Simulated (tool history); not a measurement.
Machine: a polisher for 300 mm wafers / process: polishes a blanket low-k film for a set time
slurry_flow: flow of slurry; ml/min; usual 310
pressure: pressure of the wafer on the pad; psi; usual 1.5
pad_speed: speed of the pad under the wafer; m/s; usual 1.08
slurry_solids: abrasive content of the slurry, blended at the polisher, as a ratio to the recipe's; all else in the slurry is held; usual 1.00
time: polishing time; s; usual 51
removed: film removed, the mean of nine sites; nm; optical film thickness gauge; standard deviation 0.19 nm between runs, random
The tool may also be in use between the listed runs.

| run | hour | slurry_flow | pressure | pad_speed | slurry_solids | time | wafers since the last listed run | wafers polished on this pad | hours since the slurry nozzle was cleaned | hours since the head pressure was calibrated | hours since the slurry blender was calibrated | hours since the conditioning disc was replaced | incoming thickness of the incoming film, nm | removed |
|---|---|---|---|---|---|---|---|---|---|---|---|---|---|---|
| 1 | 0.0 | 310 | 1.5 | 1.08 | 1.00 | 51 | 0 | 2855 | 482.2 | 307.8 | 22.4 | 201.8 | 767.3 | 17.5 |
| 2 | 36.4 | 310 | 1.5 | 1.08 | 1.00 | 51 | 546 | 3401 | 518.6 | 344.2 | 58.8 | 238.2 | 774.8 | 17.6 |
| 3 | 72.4 | 310 | 1.5 | 1.08 | 1.00 | 51 | 540 | 3942 | 554.6 | 380.2 | 94.8 | 274.2 | 772.8 | 17.1 |
|  | 111.7 | worn pad replaced by a new one |
| 4 | 129.7 | 310 | 1.5 | 1.08 | 1.00 | 51 | 799 | 270 | 611.9 | 437.5 | 152.1 | 331.5 | 771.2 | 16.0 |
|  | 152.3 | head pressure recalibrated |
| 5 | 167.9 | 310 | 1.5 | 1.08 | 1.00 | 51 | 543 | 814 | 650.1 | 15.6 | 190.3 | 369.7 | 760.0 | 15.8 |
|  | 182.5 | slurry nozzle cleaned |
| 6 | 201.7 | 310 | 1.5 | 1.08 | 1.00 | 51 | 492 | 1306 | 19.2 | 49.4 | 224.1 | 403.5 | 776.2 | 15.8 |
| 7 | 257.2 | 355 | 1.5 | 1.08 | 1.00 | 51 | 832 | 2139 | 74.7 | 104.9 | 279.6 | 459.0 | 769.9 | 15.8 |
|  | 281.6 | slurry blender recalibrated |
|  | 288.3 | conditioning disc replaced and pad reconditioned |
| 8 | 324.7 | 310 | 1.5 | 1.08 | 1.00 | 51 | 953 | 3092 | 142.2 | 172.4 | 43.1 | 36.4 | 774.2 | 15.3 |
|  | 372.1 | worn pad replaced by a new one, repeated, since the last time left the tool worse |
| 9 | 384.3 | 310 | 1.5 | 1.08 | 1.00 | 51 | 834 | 182 | 201.8 | 232.0 | 102.7 | 96.0 | 758.6 | 18.1 |
| 10 | 419.3 | 310 | 1.5 | 0.74 | 1.15 | 68 | 525 | 708 | 236.8 | 267.0 | 137.7 | 131.0 | 775.7 | 22.2 |
| 11 | 488.6 | 310 | 1.5 | 1.08 | 0.80 | 63 | 1040 | 1748 | 306.1 | 336.3 | 207.0 | 200.3 | 764.5 | 18.6 |
|  | 543.6 | slurry blender recalibrated |
| 12 | 550.4 | 310 | 1.5 | 1.08 | 1.00 | 51 | 897 | 2645 | 367.9 | 398.1 | 6.8 | 262.1 | 763.5 | 17.3 |
|  | 572.6 | head pressure recalibrated |
| 13 | 575.6 | 400 | 1.5 | 1.20 | 1.00 | 65 | 348 | 2993 | 393.1 | 3.0 | 32.0 | 287.3 | 781.0 | 24.0 |
| 14 | 606.0 | 310 | 1.6 | 1.32 | 1.10 | 51 | 456 | 3450 | 423.5 | 33.4 | 62.4 | 317.7 | 776.4 | 21.4 |
| 15 | 660.4 | 310 | 1.7 | 1.08 | 1.00 | 67 | 816 | 4266 | 477.9 | 87.8 | 116.8 | 372.1 | 783.9 | 25.2 |
|  | 673.4 | worn pad replaced by a new one |
| 16 | 704.3 | 310 | 1.5 | 1.08 | 1.00 | 51 | 598 | 464 | 521.8 | 131.7 | 160.7 | 416.0 | 766.4 | 17.9 |
| 17 | 775.6 | 310 | 1.5 | 1.08 | 1.25 | 51 | 1070 | 1534 | 593.1 | 203.0 | 232.0 | 487.3 | 768.2 | 19.8 |
|  | 799.4 | conditioning disc replaced and pad reconditioned |
|  | 819.0 | slurry nozzle cleaned |
| 18 | 839.9 | 310 | 1.5 | 1.08 | 1.00 | 51 | 920 | 2454 | 20.9 | 267.3 | 296.3 | 40.5 | 766.5 | 17.7 |
|  | 862.3 | slurry blender recalibrated |
| 19 | 897.3 | 310 | 1.5 | 1.08 | 1.00 | 51 | 831 | 3285 | 78.3 | 324.7 | 35.0 | 97.9 | 786.2 | 17.5 |
| 20 | 932.2 | 310 | 1.5 | 1.08 | 1.00 | 51 | 523 | 3809 | 113.2 | 359.6 | 69.9 | 132.8 | 771.7 | 17.3 |
|  | 948.0 | worn pad replaced by a new one |
| 21 | 990.6 | 310 | 1.5 | 1.08 | 1.00 | 51 | 816 | 638 | 171.6 | 418.0 | 128.3 | 191.2 | 768.2 | 18.0 |
|  | 1047.1 | head pressure recalibrated |
| 22 | 1053.8 | 310 | 1.7 | 1.08 | 1.00 | 59 | 918 | 1557 | 234.8 | 6.7 | 191.5 | 254.4 | 766.7 | 23.6 |
| 23 | 1106.3 | 235 | 2.0 | 1.08 | 0.80 | 51 | 787 | 2345 | 287.3 | 59.2 | 244.0 | 306.9 | 767.0 | 19.8 |
| 24 | 1157.4 | 310 | 1.5 | 1.18 | 1.00 | 51 | 766 | 3111 | 338.4 | 110.3 | 295.1 | 358.0 | 762.0 | 17.8 |

Here are 5 independent what-if runs from the current tool condition. What would each one return?
| A | 1157.8 | 310 | 1.5 | 1.08 | 0.70 | 51 | 6 | 3117 | 338.8 | 110.7 | 295.5 | 358.4 | 785.2 | ? |
| B | 1157.8 | 310 | 1.5 | 1.18 | 0.70 | 51 | 6 | 3117 | 338.8 | 110.7 | 295.5 | 358.4 | 785.2 | ? |
| C | 1157.8 | 310 | 1.2 | 1.08 | 0.85 | 51 | 6 | 3117 | 338.8 | 110.7 | 295.5 | 358.4 | 785.2 | ? |
| D | 1157.8 | 310 | 1.5 | 1.08 | 1.00 | 35 | 6 | 3117 | 338.8 | 110.7 | 295.5 | 358.4 | 785.2 | ? |
| E | 1157.8 | 405 | 1.5 | 1.36 | 1.00 | 41 | 6 | 3117 | 338.8 | 110.7 | 295.5 | 358.4 | 785.2 | ? |

| run | removed |
|---|---|
| A | 13.3 |
| B | 13.9 |
| C | 12.5 |
| D | 12.0 |
| E | 16.1 |
The same runs, with their run-to-run variation unchanged, on a tool lacking any hidden condition would have given:
| run | removed |
|---|---|
| A | 14.0 |
| B | 14.6 |
| C | 13.2 |
| D | 12.7 |
| E | 17.0 |

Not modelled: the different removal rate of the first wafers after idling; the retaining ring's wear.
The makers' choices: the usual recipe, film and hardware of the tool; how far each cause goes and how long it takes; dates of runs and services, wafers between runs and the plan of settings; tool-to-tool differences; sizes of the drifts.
